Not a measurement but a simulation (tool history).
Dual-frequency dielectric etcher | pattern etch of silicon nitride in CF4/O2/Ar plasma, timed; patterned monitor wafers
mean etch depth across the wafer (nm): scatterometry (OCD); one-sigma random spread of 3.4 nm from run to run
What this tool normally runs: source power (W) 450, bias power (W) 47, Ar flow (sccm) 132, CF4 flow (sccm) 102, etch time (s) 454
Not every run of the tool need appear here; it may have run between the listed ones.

| run | hour | source power (W) | bias power (W) | Ar flow (sccm) | CF4 flow (sccm) | etch time (s) | read-back reference wafer on the same gauge, depth_nm | mean etch depth across the wafer (nm) |
|---|---|---|---|---|---|---|---|---|
| 1 | 0 | 450 | 47 | 132 | 102 | 454 | 680.4 | 787.1 |
| 2 | 0.4 | 450 | 47 | 132 | 102 | 454 | 682.1 | 782.3 |
|  | 6.5 | source power generator calibrated |
| 3 | 11.1 | 450 | 47 | 132 | 102 | 454 | 681.4 | 783.5 |
| 4 | 22.2 | 550 | 56 | 132 | 102 | 454 | 679.8 | 1029.6 |
|  | 39 | CF4 flow controller replaced |
| 5 | 39.5 | 450 | 47 | 132 | 102 | 371.5 | 681.3 | 637.4 |
| 6 | 51.4 | 450 | 47 | 132 | 77 | 454 | 681.8 | 746.7 |
| 7 | 67.3 | 450 | 47 | 132 | 102 | 498.5 | 680.1 | 848.2 |
| 8 | 74.8 | 450 | 47 | 132 | 102 | 498.5 | 681.9 | 849.6 |
| 9 | 84.8 | 520 | 47 | 156 | 102 | 319 | 680.2 | 620.2 |
| 10 | 91.9 | 380 | 58 | 104 | 102 | 454 | 680.2 | 734 |
| 11 | 99.4 | 360 | 47 | 132 | 112 | 454 | 680.5 | 622.1 |
|  | 114.6 | bias power generator calibrated |
| 12 | 115.7 | 450 | 39 | 150 | 102 | 565.5 | 679.3 | 881.6 |
| 13 | 133.6 | 450 | 47 | 132 | 102 | 454 | 679.6 | 778.1 |
| 14 | 146.3 | 450 | 47 | 132 | 102 | 454 | 681.3 | 780 |
| 15 | 154.6 | 370 | 43 | 105 | 102 | 540.5 | 681.8 | 751.4 |
| 16 | 205.8 | 370 | 47 | 132 | 88 | 454 | 680.7 | 613.1 |
| 17 | 223.3 | 450 | 47 | 132 | 102 | 534 | 680.8 | 910 |
| 18 | 229.6 | 450 | 47 | 132 | 102 | 454 | 681.3 | 781.5 |
| 19 | 244.6 | 450 | 47 | 132 | 77 | 454 | 680.7 | 745.2 |
| 20 | 255.9 | 450 | 47 | 132 | 102 | 454 | 681 | 773.4 |

Here are 5 independent what-if runs from the current tool condition. What would each one return?
| A | 256.4 | 450 | 47 | 132 | 109 | 454 | ? | ? |
| B | 256.4 | 530 | 47 | 132 | 121 | 454 | ? | ? |
| C | 256.4 | 450 | 47 | 132 | 113 | 500.5 | ? | ? |
| D | 256.4 | 500 | 47 | 104 | 102 | 346 | ? | ? |
| E | 256.4 | 450 | 56 | 132 | 117 | 454 | ? | ? |

| run | read-back reference wafer on the same gauge, depth_nm | mean etch depth across the wafer (nm) |
|---|---|---|
| A | 681.3 | 786.9 |
| B | 681.3 | 945.6 |
| C | 681.3 | 871.8 |
| D | 681.3 | 688.7 |
| E | 681.3 | 852 |
Had the tool no hidden state, the same runs would have come out as:
| run | mean etch depth across the wafer (nm) |
|---|---|
| A | 786.9 |
| B | 945.6 |
| C | 871.8 |
| D | 688.7 |
| E | 852 |
